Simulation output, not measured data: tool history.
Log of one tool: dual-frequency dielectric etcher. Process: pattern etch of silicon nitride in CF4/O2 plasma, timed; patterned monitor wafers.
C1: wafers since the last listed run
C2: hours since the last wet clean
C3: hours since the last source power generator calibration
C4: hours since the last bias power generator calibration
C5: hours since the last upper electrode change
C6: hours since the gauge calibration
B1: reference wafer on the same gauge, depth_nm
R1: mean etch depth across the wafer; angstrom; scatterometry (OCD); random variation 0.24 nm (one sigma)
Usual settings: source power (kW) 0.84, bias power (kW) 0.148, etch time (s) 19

{"run": 1, "hour": 0.0, "source power (kW)": 0.84, "bias power (kW)": 0.148, "etch time (s)": 22.5, "C1": 0, "C2": 439.1, "C3": 3560.9, "C4": 1551, "C5": 4312.4, "C6": 1775, "B1": 65.6, "R1": 658}
{"run": 2, "hour": 26.2, "source power (kW)": 0.84, "bias power (kW)": 0.148, "etch time (s)": 22.5, "C1": 331, "C2": 465.3, "C3": 3587.1, "C4": 1577.2, "C5": 4338.6, "C6": 1801.2, "B1": 65.6, "R1": 660}
{"hour": 68.6, "done": "wet clean of the chamber"}
{"run": 3, "hour": 69.1, "source power (kW)": 0.84, "bias power (kW)": 0.148, "etch time (s)": 22.5, "C1": 239, "C2": 0.5, "C3": 3630, "C4": 1620.1, "C5": 4381.5, "C6": 1844.1, "B1": 65.5, "R1": 657}
{"run": 4, "hour": 109.0, "source power (kW)": 0.84, "bias power (kW)": 0.148, "etch time (s)": 19, "C1": 505, "C2": 40.4, "C3": 3669.9, "C4": 1660, "C5": 4421.4, "C6": 1884, "B1": 65.6, "R1": 554}
{"run": 5, "hour": 153.3, "source power (kW)": 0.84, "bias power (kW)": 0.148, "etch time (s)": 19, "C1": 561, "C2": 84.7, "C3": 3714.2, "C4": 1704.3, "C5": 4465.7, "C6": 1928.3, "B1": 65.5, "R1": 555}
{"run": 6, "hour": 189.3, "source power (kW)": 0.84, "bias power (kW)": 0.148, "etch time (s)": 19, "C1": 456, "C2": 120.7, "C3": 3750.2, "C4": 1740.3, "C5": 4501.7, "C6": 1964.3, "B1": 65.6, "R1": 558}
{"run": 7, "hour": 233.6, "source power (kW)": 0.84, "bias power (kW)": 0.148, "etch time (s)": 19, "C1": 561, "C2": 165, "C3": 3794.5, "C4": 1784.6, "C5": 4546, "C6": 2008.6, "B1": 65.6, "R1": 555}
{"run": 8, "hour": 285.6, "source power (kW)": 0.84, "bias power (kW)": 0.148, "etch time (s)": 19, "C1": 658, "C2": 217, "C3": 3846.5, "C4": 1836.6, "C5": 4598, "C6": 2060.6, "B1": 65.6, "R1": 552}
{"hour": 341.6, "done": "source power generator calibrated"}
{"run": 9, "hour": 342.1, "source power (kW)": 0.84, "bias power (kW)": 0.148, "etch time (s)": 19, "C1": 665, "C2": 273.5, "C3": 0.5, "C4": 1893.1, "C5": 4654.5, "C6": 2117.1, "B1": 65.6, "R1": 568}
{"run": 10, "hour": 401.3, "source power (kW)": 0.84, "bias power (kW)": 0.148, "etch time (s)": 19, "C1": 750, "C2": 332.7, "C3": 59.7, "C4": 1952.3, "C5": 4713.7, "C6": 2176.3, "B1": 65.6, "R1": 566}
{"run": 11, "hour": 436.8, "source power (kW)": 0.84, "bias power (kW)": 0.177, "etch time (s)": 14, "C1": 449, "C2": 368.2, "C3": 95.2, "C4": 1987.8, "C5": 4749.2, "C6": 2211.8, "B1": 65.6, "R1": 446}
{"run": 12, "hour": 477.5, "source power (kW)": 0.84, "bias power (kW)": 0.148, "etch time (s)": 19, "C1": 515, "C2": 408.9, "C3": 135.9, "C4": 2028.5, "C5": 4789.9, "C6": 2252.5, "B1": 65.6, "R1": 572}
{"run": 13, "hour": 514.4, "source power (kW)": 0.84, "bias power (kW)": 0.173, "etch time (s)": 22, "C1": 467, "C2": 445.8, "C3": 172.8, "C4": 2065.4, "C5": 4826.8, "C6": 2289.4, "B1": 65.6, "R1": 700}
{"hour": 531.7, "done": "gauge calibrated"}
{"hour": 570.0, "done": "wet clean of the chamber"}
{"run": 14, "hour": 576.0, "source power (kW)": 0.64, "bias power (kW)": 0.17, "etch time (s)": 16.5, "C1": 476, "C2": 6, "C3": 234.4, "C4": 2127, "C5": 4888.4, "C6": 44.3, "B1": 65.6, "R1": 433}
{"run": 15, "hour": 624.0, "source power (kW)": 0.84, "bias power (kW)": 0.113, "etch time (s)": 21, "C1": 608, "C2": 54, "C3": 282.4, "C4": 2175, "C5": 4936.4, "C6": 92.3, "B1": 65.6, "R1": 579}
{"hour": 675.8, "done": "upper electrode replaced"}
{"run": 16, "hour": 681.8, "source power (kW)": 0.84, "bias power (kW)": 0.148, "etch time (s)": 19, "C1": 428, "C2": 111.8, "C3": 340.2, "C4": 2232.8, "C5": 6, "C6": 150.1, "B1": 65.6, "R1": 564}
{"run": 17, "hour": 729.8, "source power (kW)": 0.84, "bias power (kW)": 0.148, "etch time (s)": 19, "C1": 608, "C2": 159.8, "C3": 388.2, "C4": 2280.8, "C5": 54, "C6": 198.1, "B1": 65.6, "R1": 571}
{"run": 18, "hour": 791.2, "source power (kW)": 0.98, "bias power (kW)": 0.148, "etch time (s)": 19, "C1": 777, "C2": 221.2, "C3": 449.6, "C4": 2342.2, "C5": 115.4, "C6": 259.5, "B1": 65.6, "R1": 636}
{"hour": 797.4, "done": "bias power generator calibrated"}
{"run": 19, "hour": 847.9, "source power (kW)": 0.99, "bias power (kW)": 0.172, "etch time (s)": 17.5, "C1": 667, "C2": 277.9, "C3": 506.3, "C4": 50.5, "C5": 172.1, "C6": 316.2, "B1": 65.5, "R1": 613}
{"run": 20, "hour": 904.8, "source power (kW)": 0.84, "bias power (kW)": 0.148, "etch time (s)": 19, "C1": 720, "C2": 334.8, "C3": 563.2, "C4": 107.4, "C5": 229, "C6": 373.1, "B1": 65.6, "R1": 561}
{"run": 21, "hour": 937.1, "source power (kW)": 0.84, "bias power (kW)": 0.148, "etch time (s)": 22.5, "C1": 409, "C2": 367.1, "C3": 595.5, "C4": 139.7, "C5": 261.3, "C6": 405.4, "B1": 65.5, "R1": 669}
{"hour": 1000.0, "done": "wet clean of the chamber"}
{"run": 22, "hour": 1040.4, "source power (kW)": 0.96, "bias power (kW)": 0.138, "etch time (s)": 15.5, "C1": 1004, "C2": 40.4, "C3": 698.8, "C4": 243, "C5": 364.6, "C6": 508.7, "B1": 65.6, "R1": 491}
{"run": 23, "hour": 1106.3, "source power (kW)": 0.75, "bias power (kW)": 0.134, "etch time (s)": 19, "C1": 834, "C2": 106.3, "C3": 764.7, "C4": 308.9, "C5": 430.5, "C6": 574.6, "B1": 65.6, "R1": 502}
{"run": 24, "hour": 1227.0, "source power (kW)": 0.91, "bias power (kW)": 0.148, "etch time (s)": 22, "C1": 1529, "C2": 227, "C3": 885.4, "C4": 429.6, "C5": 551.2, "C6": 695.3, "B1": 65.6, "R1": 687}
{"run": 25, "hour": 1274.8, "source power (kW)": 0.84, "bias power (kW)": 0.148, "etch time (s)": 19, "C1": 605, "C2": 274.8, "C3": 933.2, "C4": 477.4, "C5": 599, "C6": 743.1, "B1": 65.5, "R1": 566}
{"run": 26, "hour": 1322.4, "source power (kW)": 0.72, "bias power (kW)": 0.148, "etch time (s)": 15, "C1": 603, "C2": 322.4, "C3": 980.8, "C4": 525, "C5": 646.6, "C6": 790.7, "B1": 65.6, "R1": 397}
{"run": 27, "hour": 1385.4, "source power (kW)": 0.84, "bias power (kW)": 0.148, "etch time (s)": 14, "C1": 798, "C2": 385.4, "C3": 1043.8, "C4": 588, "C5": 709.6, "C6": 853.7, "B1": 65.6, "R1": 413}
{"run": 28, "hour": 1439.2, "source power (kW)": 0.84, "bias power (kW)": 0.163, "etch time (s)": 19, "C1": 681, "C2": 439.2, "C3": 1097.6, "C4": 641.8, "C5": 763.4, "C6": 907.5, "B1": 65.5, "R1": 578}
{"run": 29, "hour": 1488.2, "source power (kW)": 0.84, "bias power (kW)": 0.117, "etch time (s)": 23.5, "C1": 620, "C2": 488.2, "C3": 1146.6, "C4": 690.8, "C5": 812.4, "C6": 956.5, "B1": 65.6, "R1": 645}
{"hour": 1518.5, "done": "wet clean of the chamber"}
{"run": 30, "hour": 1555.0, "source power (kW)": 0.84, "bias power (kW)": 0.148, "etch time (s)": 22, "C1": 542, "C2": 36.5, "C3": 1213.4, "C4": 757.6, "C5": 879.2, "C6": 1023.3, "B1": 65.5, "R1": 653}

Forecast each of these 4 alternatives for the next run:
{"run": "A", "hour": 1555.4, "source power (kW)": 0.84, "bias power (kW)": 0.148, "etch time (s)": 19, "C1": 5, "C2": 36.9, "C3": 1213.8, "C4": 758, "C5": 879.6, "C6": 1023.7, "B1": "?", "R1": "?"}
{"run": "B", "hour": 1555.4, "source power (kW)": 0.93, "bias power (kW)": 0.132, "etch time (s)": 15, "C1": 5, "C2": 36.9, "C3": 1213.8, "C4": 758, "C5": 879.6, "C6": 1023.7, "B1": "?", "R1": "?"}
{"run": "C", "hour": 1555.4, "source power (kW)": 0.84, "bias power (kW)": 0.132, "etch time (s)": 19, "C1": 5, "C2": 36.9, "C3": 1213.8, "C4": 758, "C5": 879.6, "C6": 1023.7, "B1": "?", "R1": "?"}
{"run": "D", "hour": 1555.4, "source power (kW)": 0.96, "bias power (kW)": 0.148, "etch time (s)": 16.5, "C1": 5, "C2": 36.9, "C3": 1213.8, "C4": 758, "C5": 879.6, "C6": 1023.7, "B1": "?", "R1": "?"}

run=A B1=65.6 R1=565
run=B B1=65.6 R1=462
run=C B1=65.6 R1=544
run=D B1=65.6 R1=540
Without the tool's hidden state the same runs would have given:
run=A R1=566
run=B R1=463
run=C R1=546
run=D R1=540

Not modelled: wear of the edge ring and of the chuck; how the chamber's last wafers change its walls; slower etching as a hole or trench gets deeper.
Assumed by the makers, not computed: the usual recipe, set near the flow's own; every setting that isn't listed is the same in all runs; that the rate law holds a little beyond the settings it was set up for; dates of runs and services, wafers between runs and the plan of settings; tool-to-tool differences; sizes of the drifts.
